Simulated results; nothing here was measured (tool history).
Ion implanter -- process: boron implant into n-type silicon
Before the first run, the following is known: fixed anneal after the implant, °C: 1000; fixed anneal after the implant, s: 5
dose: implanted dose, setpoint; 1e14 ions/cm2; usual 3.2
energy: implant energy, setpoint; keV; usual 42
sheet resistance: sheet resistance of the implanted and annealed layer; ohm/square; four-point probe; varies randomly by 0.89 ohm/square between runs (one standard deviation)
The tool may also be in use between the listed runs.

run,day,dose,energy,wafers since the last listed run,hours since the last dose calibration,hours since the extraction supply was calibrated,hours since the gauge calibration,"read-back reference wafer on the same gauge, sheet resistance",sheet resistance
1,0,3.2,42,0,634.4,5665.2,217.4,352.89,315.58
2,0.779,3.2,42,290,653.1,5683.9,236.1,352.76,315.32
3,2.008,3.2,42,457,682.6,5713.4,265.6,353.49,315.54
4,2.608,3.2,42,223,697,5727.8,280,352.66,315.8
5,3.75,3.2,42,425,724.4,5755.2,307.4,352.94,316.23
6,4.708,3.47,45,356,747.4,5778.2,330.4,353.15,295.78
7,5.658,3.2,33.5,353,770.2,5801,353.2,352.78,324.36
8,6.75,3.2,33.5,406,796.4,5827.2,379.4,353.29,324.63
9,7.379,2.62,36.5,234,811.5,5842.3,394.5,352.45,372.81
10,8.121,3.2,42,276,829.3,5860.1,412.3,352.89,317.41
# day 9.612: extraction supply calibrated
11,9.633,3.2,42,439,865.6,0.5,448.6,353,318.46
12,10.204,3.2,42,212,879.3,14.2,462.3,352.96,319.47
13,13.7,3.2,42,1301,963.2,98.1,546.2,352.84,319.1
14,14.8,3.2,42,409,989.6,124.5,572.6,352.81,318.88
# day 15.4: Faraday cup replaced and dose calibrated
15,15.7,3.2,56.5,210,7.2,146.1,594.2,353.1,315.94
16,16.692,3.2,37,369,31,169.9,618,352.65,331.86
# day 19.571: gauge calibrated
17,19.962,2.93,34,1217,109.5,248.4,9.4,352.8,356.97
18,20.979,2.88,42,378,133.9,272.8,33.8,353.21,353.78
# day 21.738: Faraday cup replaced and dose calibrated, repeated, since the last time left the tool worse
19,21.758,2.78,33.5,166,0.5,291.5,52.5,352.42,352.27
20,22.1,3.68,37.5,127,8.7,299.7,60.7,352.9,282.99
21,23.042,3.2,42,350,31.3,322.3,83.3,353.33,310.12
22,25.962,3.2,42,1087,101.4,392.4,153.4,352.85,310.05
23,26.833,3.97,51,324,122.3,413.3,174.3,353.12,259.79
24,27.383,3.2,52,204,135.5,426.5,187.5,353.22,302.94
25,28.254,2.52,50.5,324,156.4,447.4,208.4,353.43,360.33
26,29.421,3.2,42,434,184.4,475.4,236.4,352.94,310.88
27,30.262,3.2,42,313,204.6,495.6,256.6,353.07,311.03
28,31.133,3.98,42,324,225.5,516.5,277.5,353.31,264.06

Each row is a separate what-if for the run after 28, all from the same tool condition, not one after another. Results?
A,31.15,3.2,37.5,6,225.9,516.9,277.9,?,?
B,31.15,2.55,48.5,6,225.9,516.9,277.9,?,?
C,31.15,2.52,37.5,6,225.9,516.9,277.9,?,?
D,31.15,2.4,54,6,225.9,516.9,277.9,?,?

run,"read-back reference wafer on the same gauge, sheet resistance",sheet resistance
A,352.93,314.24
B,352.93,359.66
C,352.93,374.75
D,352.93,369.39
Stripped of hidden state, with their random variation kept, the same runs would have yielded:
run,sheet resistance
A,314.84
B,360.31
C,375.45
D,370.04

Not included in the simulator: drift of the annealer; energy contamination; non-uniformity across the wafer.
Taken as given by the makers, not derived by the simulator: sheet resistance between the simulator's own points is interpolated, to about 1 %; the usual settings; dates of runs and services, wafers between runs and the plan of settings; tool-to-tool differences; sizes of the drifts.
